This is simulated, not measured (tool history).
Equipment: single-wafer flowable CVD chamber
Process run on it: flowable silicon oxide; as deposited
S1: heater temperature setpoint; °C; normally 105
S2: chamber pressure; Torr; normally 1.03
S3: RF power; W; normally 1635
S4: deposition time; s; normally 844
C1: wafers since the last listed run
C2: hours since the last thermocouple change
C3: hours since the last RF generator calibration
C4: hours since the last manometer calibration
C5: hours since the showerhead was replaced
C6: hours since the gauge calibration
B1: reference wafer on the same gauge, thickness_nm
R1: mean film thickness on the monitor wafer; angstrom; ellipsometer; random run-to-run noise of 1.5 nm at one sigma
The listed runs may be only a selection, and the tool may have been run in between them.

| run | hour | S1 | S2 | S3 | S4 | C1 | C2 | C3 | C4 | C5 | C6 | B1 | R1 |
|---|---|---|---|---|---|---|---|---|---|---|---|---|---|
| 1 | 0.0 | 105 | 1.03 | 1635 | 844 | 0 | 40.5 | 2177.9 | 3142.0 | 6848.3 | 356.1 | 552.002 | 6407.07 |
|  | 29.9 | RF generator calibrated |
|  | 30.8 | capacitance manometer re-zeroed and calibrated |
| 2 | 31.7 | 105 | 1.03 | 1635 | 844 | 37 | 72.2 | 1.8 | 0.9 | 6880.0 | 387.8 | 551.791 | 6216.03 |
| 3 | 66.9 | 102 | 1.03 | 1635 | 844 | 57 | 107.4 | 37.0 | 36.1 | 6915.2 | 423.0 | 551.590 | 6881.80 |
| 4 | 95.7 | 102 | 1.03 | 1635 | 844 | 47 | 136.2 | 65.8 | 64.9 | 6944.0 | 451.8 | 551.592 | 6932.25 |
|  | 105.4 | showerhead replaced |
| 5 | 111.3 | 102 | 1.03 | 1635 | 844 | 12 | 151.8 | 81.4 | 80.5 | 5.9 | 467.4 | 551.545 | 6942.81 |
| 6 | 134.1 | 105 | 1.03 | 1635 | 844 | 37 | 174.6 | 104.2 | 103.3 | 28.7 | 490.2 | 552.279 | 6273.28 |
| 7 | 149.9 | 117 | 0.85 | 1635 | 844 | 25 | 190.4 | 120.0 | 119.1 | 44.5 | 506.0 | 551.584 | 3547.06 |
| 8 | 169.3 | 105 | 1.03 | 1635 | 844 | 31 | 209.8 | 139.4 | 138.5 | 63.9 | 525.4 | 552.121 | 6290.11 |
| 9 | 190.8 | 105 | 1.03 | 1635 | 844 | 35 | 231.3 | 160.9 | 160.0 | 85.4 | 546.9 | 552.509 | 6314.41 |
| 10 | 209.0 | 95 | 1.03 | 1900 | 986 | 29 | 249.5 | 179.1 | 178.2 | 103.6 | 565.1 | 551.816 | 10528.60 |
| 11 | 243.3 | 105 | 1.03 | 1960 | 1005 | 56 | 283.8 | 213.4 | 212.5 | 137.9 | 599.4 | 551.461 | 7789.02 |
| 12 | 266.2 | 93 | 1.03 | 1370 | 782 | 37 | 306.7 | 236.3 | 235.4 | 160.8 | 622.3 | 552.165 | 8494.81 |
| 13 | 278.6 | 105 | 1.03 | 1635 | 844 | 20 | 319.1 | 248.7 | 247.8 | 173.2 | 634.7 | 552.079 | 6353.60 |
| 14 | 297.7 | 117 | 0.87 | 1870 | 937 | 31 | 338.2 | 267.8 | 266.9 | 192.3 | 653.8 | 551.754 | 4170.98 |
| 15 | 325.5 | 91 | 0.79 | 1545 | 935 | 45 | 366.0 | 295.6 | 294.7 | 220.1 | 681.6 | 551.754 | 8525.94 |
| 16 | 341.1 | 105 | 1.03 | 1635 | 844 | 25 | 381.6 | 311.2 | 310.3 | 235.7 | 697.2 | 551.894 | 6390.56 |
| 17 | 368.2 | 117 | 1.24 | 1360 | 844 | 44 | 408.7 | 338.3 | 337.4 | 262.8 | 724.3 | 552.319 | 5061.49 |
| 18 | 389.5 | 105 | 1.03 | 1635 | 844 | 34 | 430.0 | 359.6 | 358.7 | 284.1 | 745.6 | 552.130 | 6411.75 |
| 19 | 408.1 | 105 | 1.03 | 1635 | 844 | 30 | 448.6 | 378.2 | 377.3 | 302.7 | 764.2 | 551.932 | 6421.92 |
|  | 424.6 | gauge calibrated |
| 20 | 430.7 | 105 | 1.03 | 1635 | 844 | 37 | 471.2 | 400.8 | 399.9 | 325.3 | 6.1 | 551.605 | 6422.98 |
| 21 | 444.8 | 105 | 1.26 | 1435 | 698 | 23 | 485.3 | 414.9 | 414.0 | 339.4 | 20.2 | 551.666 | 6335.06 |
| 22 | 503.4 | 95 | 0.80 | 1335 | 981 | 96 | 543.9 | 473.5 | 472.6 | 398.0 | 78.8 | 552.031 | 7809.67 |
| 23 | 515.6 | 100 | 1.03 | 1635 | 898 | 20 | 556.1 | 485.7 | 484.8 | 410.2 | 91.0 | 552.467 | 8136.76 |
| 24 | 547.6 | 100 | 1.26 | 1635 | 844 | 52 | 588.1 | 517.7 | 516.8 | 442.2 | 123.0 | 551.889 | 9278.20 |
| 25 | 561.7 | 105 | 1.28 | 1800 | 844 | 23 | 602.2 | 531.8 | 530.9 | 456.3 | 137.1 | 551.968 | 8114.63 |
| 26 | 592.2 | 105 | 1.03 | 1635 | 844 | 50 | 632.7 | 562.3 | 561.4 | 486.8 | 167.6 | 551.953 | 6477.55 |
| 27 | 626.8 | 105 | 1.03 | 1635 | 844 | 56 | 667.3 | 596.9 | 596.0 | 521.4 | 202.2 | 551.737 | 6498.54 |

Here are 5 independent what-if runs from the current tool condition. What would each one return?
| A | 627.4 | 120 | 1.03 | 1635 | 844 | 0 | 667.9 | 597.5 | 596.6 | 522.0 | 202.8 | ? | ? |
| B | 627.4 | 105 | 1.03 | 1950 | 844 | 0 | 667.9 | 597.5 | 596.6 | 522.0 | 202.8 | ? | ? |
| C | 627.4 | 95 | 1.25 | 1880 | 953 | 0 | 667.9 | 597.5 | 596.6 | 522.0 | 202.8 | ? | ? |
| D | 627.4 | 112 | 1.03 | 1635 | 687 | 0 | 667.9 | 597.5 | 596.6 | 522.0 | 202.8 | ? | ? |
| E | 627.4 | 117 | 1.26 | 1635 | 844 | 0 | 667.9 | 597.5 | 596.6 | 522.0 | 202.8 | ? | ? |

| run | B1 | R1 |
|---|---|---|
| A | 552.362 | 4046.45 |
| B | 552.362 | 6702.92 |
| C | 552.362 | 12606.97 |
| D | 552.362 | 4213.19 |
| E | 552.362 | 5373.53 |
Had the tool no hidden state, the same runs would have come out as:
| run | R1 |
|---|---|
| A | 3848.04 |
| B | 6355.36 |
| C | 11967.16 |
| D | 4002.01 |
| E | 5113.06 |
